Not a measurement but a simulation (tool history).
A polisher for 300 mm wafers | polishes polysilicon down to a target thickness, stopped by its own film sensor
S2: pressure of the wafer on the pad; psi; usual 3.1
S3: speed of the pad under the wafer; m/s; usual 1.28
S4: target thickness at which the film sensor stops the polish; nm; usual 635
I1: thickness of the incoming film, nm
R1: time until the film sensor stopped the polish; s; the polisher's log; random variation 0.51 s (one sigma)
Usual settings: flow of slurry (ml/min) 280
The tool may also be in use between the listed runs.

{"run": 1, "hour": 0.0, "flow of slurry (ml/min)": 280, "S2": 3.1, "S3": 1.28, "S4": 579, "I1": 1197.1, "R1": 46}
{"run": 2, "hour": 24.6, "flow of slurry (ml/min)": 280, "S2": 3.1, "S3": 1.28, "S4": 635, "I1": 1188.1, "R1": 41.2}
{"hour": 33.2, "done": "worn pad replaced by a new one"}
{"run": 3, "hour": 42.7, "flow of slurry (ml/min)": 280, "S2": 3.1, "S3": 1.28, "S4": 635, "I1": 1165.5, "R1": 39.1}
{"run": 4, "hour": 63.1, "flow of slurry (ml/min)": 280, "S2": 3.1, "S3": 1.28, "S4": 635, "I1": 1174, "R1": 39.9}
{"run": 5, "hour": 81.3, "flow of slurry (ml/min)": 280, "S2": 3.1, "S3": 1.28, "S4": 635, "I1": 1183.6, "R1": 40.5}
{"run": 6, "hour": 99.1, "flow of slurry (ml/min)": 280, "S2": 3.1, "S3": 1.28, "S4": 635, "I1": 1164.8, "R1": 39.5}
{"run": 7, "hour": 114.3, "flow of slurry (ml/min)": 280, "S2": 3.1, "S3": 1.28, "S4": 635, "I1": 1169, "R1": 39.1}
{"run": 8, "hour": 130.5, "flow of slurry (ml/min)": 280, "S2": 3.1, "S3": 1.28, "S4": 635, "I1": 1203.7, "R1": 41.6}
{"run": 9, "hour": 158.3, "flow of slurry (ml/min)": 280, "S2": 3.1, "S3": 1.28, "S4": 635, "I1": 1182.1, "R1": 40.5}
{"run": 10, "hour": 192.3, "flow of slurry (ml/min)": 280, "S2": 3.9, "S3": 1.28, "S4": 635, "I1": 1184.6, "R1": 32.7}
{"hour": 204.5, "done": "head pressure recalibrated"}
{"run": 11, "hour": 206.5, "flow of slurry (ml/min)": 280, "S2": 3.9, "S3": 1.28, "S4": 635, "I1": 1169.4, "R1": 30.1}
{"hour": 216.8, "done": "worn pad replaced by a new one"}
{"run": 12, "hour": 219.2, "flow of slurry (ml/min)": 280, "S2": 3.1, "S3": 1.28, "S4": 635, "I1": 1170.7, "R1": 37.3}
{"run": 13, "hour": 249.3, "flow of slurry (ml/min)": 280, "S2": 3.1, "S3": 1.28, "S4": 635, "I1": 1195.3, "R1": 38.9}
{"run": 14, "hour": 273.8, "flow of slurry (ml/min)": 280, "S2": 3.1, "S3": 1.28, "S4": 635, "I1": 1187.1, "R1": 39.1}
{"run": 15, "hour": 290.3, "flow of slurry (ml/min)": 350, "S2": 3.1, "S3": 1.28, "S4": 635, "I1": 1190.7, "R1": 38.3}
{"run": 16, "hour": 325.0, "flow of slurry (ml/min)": 280, "S2": 3.8, "S3": 1.28, "S4": 635, "I1": 1184.9, "R1": 31.3}
{"run": 17, "hour": 353.9, "flow of slurry (ml/min)": 280, "S2": 3.1, "S3": 1.28, "S4": 635, "I1": 1190.8, "R1": 38.7}
{"run": 18, "hour": 385.9, "flow of slurry (ml/min)": 280, "S2": 3.1, "S3": 1.28, "S4": 635, "I1": 1186.8, "R1": 38.2}
{"hour": 392.2, "done": "head pressure recalibrated, repeated, since the last time left the tool worse"}
{"hour": 397.7, "done": "slurry nozzle cleaned"}
{"run": 19, "hour": 421.6, "flow of slurry (ml/min)": 280, "S2": 3.1, "S3": 1.28, "S4": 635, "I1": 1172.7, "R1": 42.4}
{"hour": 438.0, "done": "worn pad replaced by a new one"}
{"run": 20, "hour": 438.4, "flow of slurry (ml/min)": 280, "S2": 3.1, "S3": 1.28, "S4": 635, "I1": 1183, "R1": 43}
{"run": 21, "hour": 473.0, "flow of slurry (ml/min)": 280, "S2": 3.1, "S3": 1.28, "S4": 635, "I1": 1174.7, "R1": 43.2}
{"run": 22, "hour": 489.4, "flow of slurry (ml/min)": 280, "S2": 3.1, "S3": 1.28, "S4": 569, "I1": 1183.7, "R1": 49.5}
{"run": 23, "hour": 514.0, "flow of slurry (ml/min)": 280, "S2": 3.1, "S3": 0.98, "S4": 635, "I1": 1178.6, "R1": 57}
{"run": 24, "hour": 532.7, "flow of slurry (ml/min)": 280, "S2": 3.1, "S3": 1.28, "S4": 635, "I1": 1179.5, "R1": 41.9}
{"run": 25, "hour": 558.0, "flow of slurry (ml/min)": 360, "S2": 2.3, "S3": 1.28, "S4": 706, "I1": 1197.1, "R1": 49.6}
{"run": 26, "hour": 587.5, "flow of slurry (ml/min)": 280, "S2": 2.5, "S3": 1.28, "S4": 761, "I1": 1181.1, "R1": 40.1}
{"run": 27, "hour": 613.3, "flow of slurry (ml/min)": 280, "S2": 3.1, "S3": 1.14, "S4": 635, "I1": 1162.7, "R1": 47.1}
{"run": 28, "hour": 625.4, "flow of slurry (ml/min)": 280, "S2": 3.1, "S3": 1.28, "S4": 635, "I1": 1158.3, "R1": 41.4}
{"hour": 647.2, "done": "worn pad replaced by a new one"}
{"run": 29, "hour": 652.5, "flow of slurry (ml/min)": 280, "S2": 3.1, "S3": 1.28, "S4": 635, "I1": 1187.2, "R1": 42.8}
{"run": 30, "hour": 684.0, "flow of slurry (ml/min)": 280, "S2": 3.4, "S3": 1.28, "S4": 767, "I1": 1174.6, "R1": 29.2}
{"run": 31, "hour": 699.9, "flow of slurry (ml/min)": 280, "S2": 2.1, "S3": 1.7, "S4": 635, "I1": 1178, "R1": 45.4}
{"run": 32, "hour": 769.0, "flow of slurry (ml/min)": 230, "S2": 3.1, "S3": 1.28, "S4": 478, "I1": 1175.7, "R1": 55.3}
{"run": 33, "hour": 782.5, "flow of slurry (ml/min)": 245, "S2": 3.9, "S3": 1.12, "S4": 467, "I1": 1166.2, "R1": 51.3}
{"run": 34, "hour": 816.8, "flow of slurry (ml/min)": 280, "S2": 2.1, "S3": 1.44, "S4": 684, "I1": 1179.8, "R1": 48.1}
{"run": 35, "hour": 834.7, "flow of slurry (ml/min)": 325, "S2": 3.1, "S3": 1.54, "S4": 526, "I1": 1200.5, "R1": 43.5}
{"hour": 839.8, "done": "worn pad replaced by a new one"}
{"run": 36, "hour": 849.3, "flow of slurry (ml/min)": 280, "S2": 3.1, "S3": 1.28, "S4": 635, "I1": 1191.7, "R1": 44}
{"run": 37, "hour": 881.2, "flow of slurry (ml/min)": 280, "S2": 2.4, "S3": 1.28, "S4": 791, "I1": 1178.3, "R1": 37.9}

Forecast each of these 4 alternatives for the next run:
{"run": "A", "hour": 881.6, "flow of slurry (ml/min)": 280, "S2": 3.1, "S3": 1.54, "S4": 635, "I1": 1177.8, "R1": "?"}
{"run": "B", "hour": 881.6, "flow of slurry (ml/min)": 280, "S2": 2.6, "S3": 1.28, "S4": 635, "I1": 1177.8, "R1": "?"}
{"run": "C", "hour": 881.6, "flow of slurry (ml/min)": 190, "S2": 4.1, "S3": 1.02, "S4": 808, "I1": 1177.8, "R1": "?"}
{"run": "D", "hour": 881.6, "flow of slurry (ml/min)": 280, "S2": 3.1, "S3": 0.94, "S4": 635, "I1": 1177.8, "R1": "?"}

run=A R1=34.9
run=B R1=49.2
run=C R1=28.4
run=D R1=57.2
Without the tool's hidden state the same runs would have given:
run=A R1=35.8
run=B R1=50.5
run=C R1=29.1
run=D R1=58.7

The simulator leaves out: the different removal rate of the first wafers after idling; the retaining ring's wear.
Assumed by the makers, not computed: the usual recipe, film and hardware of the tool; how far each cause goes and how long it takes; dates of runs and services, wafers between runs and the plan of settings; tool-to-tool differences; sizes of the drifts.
